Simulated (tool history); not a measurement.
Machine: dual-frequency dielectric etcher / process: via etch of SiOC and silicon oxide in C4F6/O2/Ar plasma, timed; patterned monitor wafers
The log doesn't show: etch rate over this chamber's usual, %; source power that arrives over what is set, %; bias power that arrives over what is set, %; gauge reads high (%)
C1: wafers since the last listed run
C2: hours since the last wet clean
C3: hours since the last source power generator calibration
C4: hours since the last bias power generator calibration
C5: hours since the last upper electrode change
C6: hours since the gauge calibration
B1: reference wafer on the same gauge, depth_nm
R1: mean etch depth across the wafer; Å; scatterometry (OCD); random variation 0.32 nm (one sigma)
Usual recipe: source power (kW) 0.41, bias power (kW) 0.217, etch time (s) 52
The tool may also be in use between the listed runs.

Run 1, hour 0: usual settings but source power (kW) 0.38, bias power (kW) 0.194; C1 0; C2 280.8; C3 2182.1; C4 2466.2; C5 154.5; C6 265.5; B1 56.9. Result: R1 608 Å.
Run 2, hour 57.8: usual settings but source power (kW) 0.38, bias power (kW) 0.194; C1 545; C2 338.6; C3 2239.9; C4 2524; C5 212.3; C6 323.3; B1 57. Result: R1 610 Å.
Run 3, hour 132.8: usual settings but source power (kW) 0.38, bias power (kW) 0.194; C1 707; C2 413.6; C3 2314.9; C4 2599; C5 287.3; C6 398.3; B1 57. Result: R1 615 Å.
Run 4, hour 224.5: usual settings but bias power (kW) 0.253; C1 864; C2 505.3; C3 2406.6; C4 2690.7; C5 379; C6 490; B1 57. Result: R1 676 Å.
Run 5, hour 288: usual settings but bias power (kW) 0.253; C1 598; C2 568.8; C3 2470.1; C4 2754.2; C5 442.5; C6 553.5; B1 57. Result: R1 668 Å.
At hour 377: wet clean of the chamber.
Run 6, hour 377.5: usual settings but bias power (kW) 0.253; C1 617; C2 0.5; C3 2559.6; C4 2843.7; C5 532; C6 643; B1 57.1. Result: R1 657 Å.
Run 7, hour 465.6: usual settings but source power (kW) 0.39; C1 830; C2 88.6; C3 2647.7; C4 2931.8; C5 620.1; C6 731.1; B1 57. Result: R1 627 Å.
At hour 473.6: source power generator calibrated.
Run 8, hour 552.7: usual settings; C1 783; C2 175.7; C3 79.1; C4 3018.9; C5 707.2; C6 818.2; B1 57. Result: R1 651 Å.
At hour 637.4: bias power generator calibrated.
Run 9, hour 637.9: usual settings but bias power (kW) 0.232; C1 765; C2 260.9; C3 164.3; C4 0.5; C5 792.4; C6 903.4; B1 57. Result: R1 661 Å.
Run 10, hour 732.5: usual settings but source power (kW) 0.44, etch time (s) 65; C1 892; C2 355.5; C3 258.9; C4 95.1; C5 887; C6 998; B1 56.9. Result: R1 850 Å.
Run 11, hour 790.4: usual settings but source power (kW) 0.38, bias power (kW) 0.233, etch time (s) 40; C1 546; C2 413.4; C3 316.8; C4 153; C5 944.9; C6 1055.9; B1 57. Result: R1 492 Å.
Run 12, hour 869.6: usual settings; C1 746; C2 492.6; C3 396; C4 232.2; C5 1024.1; C6 1135.1; B1 57. Result: R1 663 Å.
Run 13, hour 972.3: usual settings; C1 968; C2 595.3; C3 498.7; C4 334.9; C5 1126.8; C6 1237.8; B1 57. Result: R1 668 Å.
Run 14, hour 1034.9: usual settings but source power (kW) 0.35, bias power (kW) 0.166, etch time (s) 66; C1 590; C2 657.9; C3 561.3; C4 397.5; C5 1189.4; C6 1300.4; B1 57. Result: R1 743 Å.
Run 15, hour 1086.4: usual settings but etch time (s) 38; C1 485; C2 709.4; C3 612.8; C4 449; C5 1240.9; C6 1351.9; B1 57. Result: R1 488 Å.
Run 16, hour 1143.2: usual settings but source power (kW) 0.51, bias power (kW) 0.271, etch time (s) 67; C1 535; C2 766.2; C3 669.6; C4 505.8; C5 1297.7; C6 1408.7; B1 57. Result: R1 984 Å.
At hour 1168: wet clean of the chamber.
Run 17, hour 1213.3: usual settings but source power (kW) 0.33, bias power (kW) 0.26; C1 434; C2 45.3; C3 739.7; C4 575.9; C5 1367.8; C6 1478.8; B1 57.1. Result: R1 592 Å.
Run 18, hour 1269.9: usual settings but source power (kW) 0.34, bias power (kW) 0.186, etch time (s) 48; C1 533; C2 101.9; C3 796.3; C4 632.5; C5 1424.4; C6 1535.4; B1 57. Result: R1 526 Å.
Run 19, hour 1319.9: usual settings but source power (kW) 0.5, bias power (kW) 0.196, etch time (s) 63; C1 471; C2 151.9; C3 846.3; C4 682.5; C5 1474.4; C6 1585.4; B1 57.1. Result: R1 843 Å.
Run 20, hour 1407.3: usual settings but source power (kW) 0.46, bias power (kW) 0.259, etch time (s) 39.5; C1 824; C2 239.3; C3 933.7; C4 769.9; C5 1561.8; C6 1672.8; B1 57. Result: R1 537 Å.
Run 21, hour 1488.2: usual settings but bias power (kW) 0.186, etch time (s) 65; C1 763; C2 320.2; C3 1014.6; C4 850.8; C5 1642.7; C6 1753.7; B1 57. Result: R1 784 Å.
Run 22, hour 1545.5: usual settings but source power (kW) 0.34; C1 540; C2 377.5; C3 1071.9; C4 908.1; C5 1700; C6 1811; B1 57. Result: R1 586 Å.
Run 23, hour 1611.8: usual settings; C1 625; C2 443.8; C3 1138.2; C4 974.4; C5 1766.3; C6 1877.3; B1 57.1. Result: R1 651 Å.
Run 24, hour 1665.5: usual settings but etch time (s) 45.5; C1 506; C2 497.5; C3 1191.9; C4 1028.1; C5 1820; C6 1931; B1 57. Result: R1 567 Å.
Run 25, hour 1750.3: usual settings but source power (kW) 0.5, etch time (s) 56.5; C1 799; C2 582.3; C3 1276.7; C4 1112.9; C5 1904.8; C6 2015.8; B1 57. Result: R1 777 Å.
Run 26, hour 1835.8: usual settings but source power (kW) 0.32, bias power (kW) 0.177, etch time (s) 67; C1 806; C2 667.8; C3 1362.2; C4 1198.4; C5 1990.3; C6 2101.3; B1 57. Result: R1 716 Å.
At hour 1902.5: wet clean of the chamber.
Run 27, hour 1942.2: usual settings; C1 777; C2 39.7; C3 1468.6; C4 1304.8; C5 2096.7; C6 2207.7; B1 57.1. Result: R1 643 Å.
Run 28, hour 2152.1: usual settings but source power (kW) 0.45, bias power (kW) 0.169, etch time (s) 42; C1 1979; C2 249.6; C3 1678.5; C4 1514.7; C5 2306.6; C6 2417.6; B1 57. Result: R1 523 Å.

Expected results for the next run?
Run 29, hour 2248.7: usual settings but etch time (s) 48; C1 911; C2 346.2; C3 1775.1; C4 1611.3; C5 2403.2; C6 2514.2; B1 ?. Result: R1 ?.

Run 29 yielded B1 57, R1 599 Å.
The same run, on a tool lacking any hidden state, would have yielded R1 602 Å.
